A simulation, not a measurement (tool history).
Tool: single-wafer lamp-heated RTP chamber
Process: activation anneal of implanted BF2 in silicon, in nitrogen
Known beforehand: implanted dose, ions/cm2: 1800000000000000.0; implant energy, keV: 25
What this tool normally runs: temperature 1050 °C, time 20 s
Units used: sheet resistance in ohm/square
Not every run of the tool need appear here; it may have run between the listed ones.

run	day	temperature	time	read-back reference wafer on the same gauge, sheet resistance	sheet resistance
1	0	1050	20	98.03	104.91
2	1.262	1050	20	98	105.53
3	3.771	1050	20	98.04	104.56
4	8.379	1027	20	98.02	121.9
5	9.904	1027	20	98	121.29
6	11.704	1050	20	98	103.54
# day 14.196: pyrometer window cleaned and pyrometer calibrated
7	14.6	1050	13	97.94	111.9
8	17.438	1050	13	98.08	110.24
9	19.342	1070	27	97.98	84.15
10	21.221	1032	20	98.05	113.77
# day 22.392: reflector plate cleaned
11	22.667	1050	20	98.02	104.15
12	23.858	1050	20	98.02	104.42
13	26.346	1050	20	98	104.47
14	28.162	1050	17	97.99	107.4
15	29.625	1050	17	97.98	107.41
# day 31.225: pyrometer window cleaned and pyrometer calibrated
16	32.6	1050	17	98.03	106.5
17	34.996	1050	29	97.9	96.66
18	36.629	1050	29	97.99	95.55
# day 38.788: gauge calibrated
19	39.296	1050	12	97.97	113.06
20	42.117	1050	20	97.98	101.71
21	44.704	1027	20	97.98	118.94
# day 45.604: pyrometer window cleaned and pyrometer calibrated
22	47.629	1066	28	98.04	84.97
23	50.558	1073	9	97.98	100.21
# day 50.971: reflector plate cleaned
24	52.75	1029	20	97.97	121.1
25	56.471	1050	20	97.94	105.02
26	57.638	1050	14	98.01	112.44
27	60.075	1041	17	97.99	114.74
28	63.2	1060	32	98.01	89.25
# day 63.875: pyrometer window cleaned and pyrometer calibrated
29	65.096	1033	20	98.04	116.49
30	68.054	1079	30	97.98	78.96
31	70.388	1037	11	97.94	125.05
32	72.438	1050	20	98	102.75
33	73.996	1050	20	97.94	102.1
34	76.192	1050	20	97.97	101.23
35	77.338	1058	20	97.96	95.72
# day 78.812: pyrometer window cleaned and pyrometer calibrated
36	79.342	1063	10	97.97	104.32
# day 81.138: reflector plate cleaned
37	82.258	1068	9	97.98	107.6

Branching from run 37: 3 alternative next runs. What would each branch give?
A	82.275	1050	8	?	?
B	82.275	1067	15	?	?
C	82.275	1073	29	?	?

run	read-back reference wafer on the same gauge, sheet resistance	sheet resistance
A	98	122.59
B	98	99.06
C	98	84
Take away the tool's hidden state, keep each run's random variation, and the runs would have read:
run	sheet resistance
A	122.69
B	99.15
C	84.08
